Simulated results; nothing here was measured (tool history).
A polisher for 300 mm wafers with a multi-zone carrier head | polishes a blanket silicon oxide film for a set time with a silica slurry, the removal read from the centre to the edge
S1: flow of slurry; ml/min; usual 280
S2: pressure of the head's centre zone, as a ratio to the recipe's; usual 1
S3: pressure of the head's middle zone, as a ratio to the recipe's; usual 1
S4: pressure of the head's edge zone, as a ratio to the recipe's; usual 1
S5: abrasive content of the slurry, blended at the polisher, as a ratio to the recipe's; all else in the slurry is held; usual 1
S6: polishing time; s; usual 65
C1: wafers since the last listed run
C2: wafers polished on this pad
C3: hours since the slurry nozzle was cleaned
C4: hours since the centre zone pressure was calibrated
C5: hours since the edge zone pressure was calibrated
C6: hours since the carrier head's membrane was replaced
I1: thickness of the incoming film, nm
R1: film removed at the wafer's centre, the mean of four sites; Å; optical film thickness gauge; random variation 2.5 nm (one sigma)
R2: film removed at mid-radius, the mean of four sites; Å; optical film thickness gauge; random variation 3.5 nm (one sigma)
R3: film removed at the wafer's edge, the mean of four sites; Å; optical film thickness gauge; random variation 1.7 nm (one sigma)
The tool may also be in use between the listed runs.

{"run": 1, "hour": 0.0, "S1": 280, "S2": 1, "S3": 1, "S4": 0.95, "S5": 1, "S6": 65, "C1": 0, "C2": 376, "C3": 177.5, "C4": 1019.1, "C5": 150.5, "C6": 280.5, "I1": 1319.6, "R1": 2290, "R2": 2292, "R3": 2263}
{"run": 2, "hour": 34.7, "S1": 280, "S2": 1, "S3": 1, "S4": 1, "S5": 1, "S6": 65, "C1": 393, "C2": 769, "C3": 212.2, "C4": 1053.8, "C5": 185.2, "C6": 315.2, "I1": 1351.9, "R1": 2279, "R2": 2232, "R3": 2303}
{"hour": 38.5, "done": "centre zone pressure recalibrated"}
{"hour": 53.0, "done": "slurry nozzle cleaned"}
{"run": 3, "hour": 104.2, "S1": 280, "S2": 1, "S3": 1.09, "S4": 1, "S5": 1, "S6": 65, "C1": 754, "C2": 1524, "C3": 51.2, "C4": 65.7, "C5": 254.7, "C6": 384.7, "I1": 1350.9, "R1": 2311, "R2": 2474, "R3": 2354}
{"run": 4, "hour": 133.0, "S1": 330, "S2": 1, "S3": 1, "S4": 1, "S5": 1, "S6": 65, "C1": 326, "C2": 1850, "C3": 80, "C4": 94.5, "C5": 283.5, "C6": 413.5, "I1": 1311.3, "R1": 2358, "R2": 2361, "R3": 2403}
{"run": 5, "hour": 152.9, "S1": 280, "S2": 1, "S3": 1, "S4": 1, "S5": 1, "S6": 65, "C1": 225, "C2": 2076, "C3": 99.9, "C4": 114.4, "C5": 303.4, "C6": 433.4, "I1": 1360.8, "R1": 2346, "R2": 2257, "R3": 2324}
{"run": 6, "hour": 175.1, "S1": 340, "S2": 0.92, "S3": 1, "S4": 1.06, "S5": 1, "S6": 65, "C1": 251, "C2": 2327, "C3": 122.1, "C4": 136.6, "C5": 325.6, "C6": 455.6, "I1": 1350.4, "R1": 2138, "R2": 2325, "R3": 2425}
{"run": 7, "hour": 209.8, "S1": 280, "S2": 1, "S3": 1, "S4": 1, "S5": 1, "S6": 65, "C1": 393, "C2": 2721, "C3": 156.8, "C4": 171.3, "C5": 360.3, "C6": 490.3, "I1": 1341.6, "R1": 2242, "R2": 2316, "R3": 2315}
{"hour": 225.2, "done": "worn pad replaced by a new one"}
{"run": 8, "hour": 225.7, "S1": 280, "S2": 1, "S3": 1, "S4": 1, "S5": 1, "S6": 65, "C1": 134, "C2": 6, "C3": 172.7, "C4": 187.2, "C5": 376.2, "C6": 506.2, "I1": 1357.4, "R1": 2273, "R2": 2237, "R3": 2287}
{"run": 9, "hour": 253.0, "S1": 280, "S2": 1.07, "S3": 1, "S4": 1, "S5": 1.1, "S6": 65, "C1": 309, "C2": 315, "C3": 200, "C4": 214.5, "C5": 403.5, "C6": 533.5, "I1": 1343.7, "R1": 2420, "R2": 2304, "R3": 2393}
{"hour": 256.3, "done": "edge zone pressure recalibrated"}
{"run": 10, "hour": 281.8, "S1": 280, "S2": 1.1, "S3": 1, "S4": 0.97, "S5": 0.75, "S6": 65, "C1": 303, "C2": 619, "C3": 228.8, "C4": 243.3, "C5": 25.5, "C6": 562.3, "I1": 1327, "R1": 2175, "R2": 2073, "R3": 2036}
{"run": 11, "hour": 304.9, "S1": 280, "S2": 1, "S3": 1, "S4": 1, "S5": 1, "S6": 65, "C1": 261, "C2": 881, "C3": 251.9, "C4": 266.4, "C5": 48.6, "C6": 585.4, "I1": 1356.5, "R1": 2228, "R2": 2261, "R3": 2320}
{"hour": 316.2, "done": "slurry nozzle cleaned"}
{"run": 12, "hour": 318.5, "S1": 225, "S2": 1, "S3": 1, "S4": 1, "S5": 1, "S6": 65, "C1": 142, "C2": 1024, "C3": 2.3, "C4": 280, "C5": 62.2, "C6": 599, "I1": 1352.4, "R1": 2327, "R2": 2343, "R3": 2374}
{"run": 13, "hour": 335.9, "S1": 280, "S2": 1, "S3": 1, "S4": 0.92, "S5": 1, "S6": 50, "C1": 197, "C2": 1221, "C3": 19.7, "C4": 297.4, "C5": 79.6, "C6": 616.4, "I1": 1355.8, "R1": 1817, "R2": 1800, "R3": 1784}
{"run": 14, "hour": 362.2, "S1": 345, "S2": 0.89, "S3": 1.1, "S4": 1, "S5": 1, "S6": 65, "C1": 298, "C2": 1519, "C3": 46, "C4": 323.7, "C5": 105.9, "C6": 642.7, "I1": 1350.9, "R1": 2184, "R2": 2584, "R3": 2385}
{"run": 15, "hour": 383.0, "S1": 280, "S2": 1, "S3": 1, "S4": 0.95, "S5": 1, "S6": 55, "C1": 235, "C2": 1755, "C3": 66.8, "C4": 344.5, "C5": 126.7, "C6": 663.5, "I1": 1364.5, "R1": 1974, "R2": 1913, "R3": 1945}
{"run": 16, "hour": 398.7, "S1": 280, "S2": 1, "S3": 0.97, "S4": 1, "S5": 1, "S6": 65, "C1": 178, "C2": 1933, "C3": 82.5, "C4": 360.2, "C5": 142.4, "C6": 679.2, "I1": 1345.5, "R1": 2323, "R2": 2258, "R3": 2379}
{"run": 17, "hour": 415.7, "S1": 280, "S2": 1.04, "S3": 1, "S4": 1, "S5": 1, "S6": 65, "C1": 192, "C2": 2126, "C3": 99.5, "C4": 377.2, "C5": 159.4, "C6": 696.2, "I1": 1361.2, "R1": 2404, "R2": 2324, "R3": 2305}
{"run": 18, "hour": 435.1, "S1": 280, "S2": 1, "S3": 1, "S4": 0.97, "S5": 1, "S6": 65, "C1": 219, "C2": 2346, "C3": 118.9, "C4": 396.6, "C5": 178.8, "C6": 715.6, "I1": 1312.1, "R1": 2305, "R2": 2250, "R3": 2294}
{"run": 19, "hour": 468.1, "S1": 200, "S2": 1, "S3": 1, "S4": 1, "S5": 1, "S6": 65, "C1": 374, "C2": 2720, "C3": 151.9, "C4": 429.6, "C5": 211.8, "C6": 748.6, "I1": 1351.3, "R1": 2177, "R2": 2191, "R3": 2251}
{"run": 20, "hour": 491.5, "S1": 305, "S2": 1.07, "S3": 1, "S4": 1.05, "S5": 1, "S6": 83, "C1": 265, "C2": 2986, "C3": 175.3, "C4": 453, "C5": 235.2, "C6": 772, "I1": 1327.2, "R1": 3092, "R2": 2982, "R3": 3087}
{"hour": 503.8, "done": "worn pad replaced by a new one"}
{"run": 21, "hour": 518.2, "S1": 280, "S2": 1, "S3": 1, "S4": 1, "S5": 1, "S6": 65, "C1": 257, "C2": 163, "C3": 202, "C4": 479.7, "C5": 261.9, "C6": 798.7, "I1": 1358.1, "R1": 2262, "R2": 2248, "R3": 2317}

What the log doesn't show, run by run:
removal rate lost through wear of the pad, %: 0 in every run
deviation of the centre zone's pressure from its setpoint, %: 0 in every run
deviation of the edge zone's pressure from its setpoint, %: 0 in every run
H1: slurry flow missing at the pad, %
run=1 H1=41.2
run=2 H1=42.8
run=3 H1=27.1
run=4 H1=33.8
run=5 H1=37.2
run=6 H1=40.1
run=7 H1=43.4
run=8 H1=44.5
run=9 H1=46
run=10 H1=47.1
run=11 H1=47.7
run=12 H1=6.8
run=13 H1=14.6
run=14 H1=23.7
run=15 H1=29.1
run=16 H1=32.3
run=17 H1=35.2
run=18 H1=37.8
run=19 H1=41.1
run=20 H1=42.8
run=21 H1=44.2

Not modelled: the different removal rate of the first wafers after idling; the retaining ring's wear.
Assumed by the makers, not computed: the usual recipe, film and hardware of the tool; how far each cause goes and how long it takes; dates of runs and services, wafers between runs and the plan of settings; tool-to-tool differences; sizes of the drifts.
